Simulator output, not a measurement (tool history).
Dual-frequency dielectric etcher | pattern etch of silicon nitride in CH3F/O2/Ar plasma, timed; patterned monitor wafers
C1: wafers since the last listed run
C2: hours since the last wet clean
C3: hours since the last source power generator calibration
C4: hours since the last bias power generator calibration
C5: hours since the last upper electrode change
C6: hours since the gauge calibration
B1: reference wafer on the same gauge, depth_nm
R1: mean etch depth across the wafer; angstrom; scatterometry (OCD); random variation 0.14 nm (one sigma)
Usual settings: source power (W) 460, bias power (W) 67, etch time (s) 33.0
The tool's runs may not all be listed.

Run 1, hour 0.0: usual settings; C1 0; C2 462.8; C3 4078.3; C4 5291.2; C5 5015.9; C6 300.0; B1 23.02. Result: R1 210.7 angstrom.
Run 2, hour 9.5: usual settings; C1 177; C2 472.3; C3 4087.8; C4 5300.7; C5 5025.4; C6 309.5; B1 23.00. Result: R1 212.3 angstrom.
Run 3, hour 19.2: usual settings; C1 181; C2 482.0; C3 4097.5; C4 5310.4; C5 5035.1; C6 319.2; B1 23.04. Result: R1 209.5 angstrom.
At hour 31.9: bias power generator calibrated.
Run 4, hour 32.4: usual settings but source power (W) 540; C1 172; C2 495.2; C3 4110.7; C4 0.5; C5 5048.3; C6 332.4; B1 23.04. Result: R1 221.2 angstrom.
Run 5, hour 39.1: usual settings but source power (W) 540; C1 125; C2 501.9; C3 4117.4; C4 7.2; C5 5055.0; C6 339.1; B1 23.01. Result: R1 218.9 angstrom.
Run 6, hour 52.6: usual settings but source power (W) 540; C1 252; C2 515.4; C3 4130.9; C4 20.7; C5 5068.5; C6 352.6; B1 23.00. Result: R1 223.1 angstrom.
Run 7, hour 67.2: usual settings; C1 273; C2 530.0; C3 4145.5; C4 35.3; C5 5083.1; C6 367.2; B1 23.01. Result: R1 209.4 angstrom.
At hour 89.5: gauge calibrated.
At hour 95.9: upper electrode replaced, of another model than before.
Run 8, hour 96.4: usual settings; C1 97; C2 559.2; C3 4174.7; C4 64.5; C5 0.5; C6 6.9; B1 23.01. Result: R1 211.1 angstrom.
Run 9, hour 132.4: usual settings; C1 673; C2 595.2; C3 4210.7; C4 100.5; C5 36.5; C6 42.9; B1 23.01. Result: R1 210.0 angstrom.
Run 10, hour 150.1: usual settings; C1 330; C2 612.9; C3 4228.4; C4 118.2; C5 54.2; C6 60.6; B1 22.98. Result: R1 208.2 angstrom.
At hour 177.2: wet clean of the chamber.
Run 11, hour 177.7: usual settings but bias power (W) 73; C1 67; C2 0.5; C3 4256.0; C4 145.8; C5 81.8; C6 88.2; B1 23.00. Result: R1 219.0 angstrom.
Run 12, hour 178.0: usual settings but etch time (s) 29.5; C1 5; C2 0.8; C3 4256.3; C4 146.1; C5 82.1; C6 88.5; B1 23.01. Result: R1 195.4 angstrom.
Run 13, hour 189.0: usual settings but source power (W) 400, bias power (W) 58, etch time (s) 28.0; C1 205; C2 11.8; C3 4267.3; C4 157.1; C5 93.1; C6 99.5; B1 23.03. Result: R1 177.0 angstrom.
Run 14, hour 205.2: usual settings but source power (W) 500, etch time (s) 40.0; C1 302; C2 28.0; C3 4283.5; C4 173.3; C5 109.3; C6 115.7; B1 23.01. Result: R1 267.3 angstrom.
Run 15, hour 218.2: usual settings but bias power (W) 73; C1 243; C2 41.0; C3 4296.5; C4 186.3; C5 122.3; C6 128.7; B1 23.00. Result: R1 220.1 angstrom.
Run 16, hour 233.0: usual settings; C1 276; C2 55.8; C3 4311.3; C4 201.1; C5 137.1; C6 143.5; B1 23.04. Result: R1 219.7 angstrom.
Run 17, hour 248.5: usual settings but source power (W) 500, bias power (W) 73, etch time (s) 23.5; C1 289; C2 71.3; C3 4326.8; C4 216.6; C5 152.6; C6 159.0; B1 23.00. Result: R1 159.3 angstrom.
Run 18, hour 264.0: usual settings but source power (W) 390, etch time (s) 36.5; C1 289; C2 86.8; C3 4342.3; C4 232.1; C5 168.1; C6 174.5; B1 23.00. Result: R1 234.1 angstrom.
Run 19, hour 272.5: usual settings but source power (W) 510; C1 158; C2 95.3; C3 4350.8; C4 240.6; C5 176.6; C6 183.0; B1 23.01. Result: R1 219.5 angstrom.
Run 20, hour 280.8: usual settings but source power (W) 500, bias power (W) 76, etch time (s) 40.0; C1 155; C2 103.6; C3 4359.1; C4 248.9; C5 184.9; C6 191.3; B1 22.98. Result: R1 273.6 angstrom.
At hour 286.0: source power generator calibrated.
Run 21, hour 289.0: usual settings but etch time (s) 24.0; C1 78; C2 111.8; C3 3.0; C4 257.1; C5 193.1; C6 199.5; B1 23.05. Result: R1 156.9 angstrom.
Run 22, hour 295.9: usual settings but bias power (W) 74, etch time (s) 35.5; C1 129; C2 118.7; C3 9.9; C4 264.0; C5 200.0; C6 206.4; B1 23.02. Result: R1 238.5 angstrom.
Run 23, hour 302.4: usual settings but source power (W) 390, bias power (W) 55, etch time (s) 37.0; C1 121; C2 125.2; C3 16.4; C4 270.5; C5 206.5; C6 212.9; B1 22.99. Result: R1 228.2 angstrom.
Run 24, hour 313.3: usual settings; C1 203; C2 136.1; C3 27.3; C4 281.4; C5 217.4; C6 223.8; B1 23.02. Result: R1 214.4 angstrom.
Run 25, hour 330.1: usual settings but source power (W) 560, bias power (W) 59, etch time (s) 25.0; C1 314; C2 152.9; C3 44.1; C4 298.2; C5 234.2; C6 240.6; B1 23.00. Result: R1 172.5 angstrom.
Run 26, hour 342.1: usual settings but source power (W) 420, bias power (W) 77; C1 224; C2 164.9; C3 56.1; C4 310.2; C5 246.2; C6 252.6; B1 23.03. Result: R1 215.7 angstrom.
Run 27, hour 350.2: usual settings but source power (W) 500, bias power (W) 72, etch time (s) 26.5; C1 151; C2 173.0; C3 64.2; C4 318.3; C5 254.3; C6 260.7; B1 23.00. Result: R1 177.3 angstrom.
Run 28, hour 358.8: usual settings; C1 160; C2 181.6; C3 72.8; C4 326.9; C5 262.9; C6 269.3; B1 22.96. Result: R1 216.5 angstrom.
Run 29, hour 366.7: usual settings but source power (W) 530, bias power (W) 57, etch time (s) 38.5; C1 147; C2 189.5; C3 80.7; C4 334.8; C5 270.8; C6 277.2; B1 22.96. Result: R1 257.0 angstrom.
Run 30, hour 383.7: usual settings but source power (W) 400, bias power (W) 55; C1 317; C2 206.5; C3 97.7; C4 351.8; C5 287.8; C6 294.2; B1 23.02. Result: R1 206.4 angstrom.
Run 31, hour 389.9: usual settings but source power (W) 540, bias power (W) 57, etch time (s) 40.5; C1 115; C2 212.7; C3 103.9; C4 358.0; C5 294.0; C6 300.4; B1 23.04. Result: R1 271.9 angstrom.

Forecast each of these 3 alternatives for the next run:
Run A, hour 390.3: usual settings; C1 7; C2 213.1; C3 104.3; C4 358.4; C5 294.4; C6 300.8; B1 ?. Result: R1 ?.
Run B, hour 390.3: usual settings but source power (W) 350; C1 7; C2 213.1; C3 104.3; C4 358.4; C5 294.4; C6 300.8; B1 ?. Result: R1 ?.
Run C, hour 390.3: usual settings but etch time (s) 35.5; C1 7; C2 213.1; C3 104.3; C4 358.4; C5 294.4; C6 300.8; B1 ?. Result: R1 ?.

run     B1     R1
  A  23.00  213.3
  B  23.00  201.0
  C  23.00  229.4
Without the tool's hidden state the same runs would have given:
run     R1
  A  215.4
  B  203.0
  C  231.7
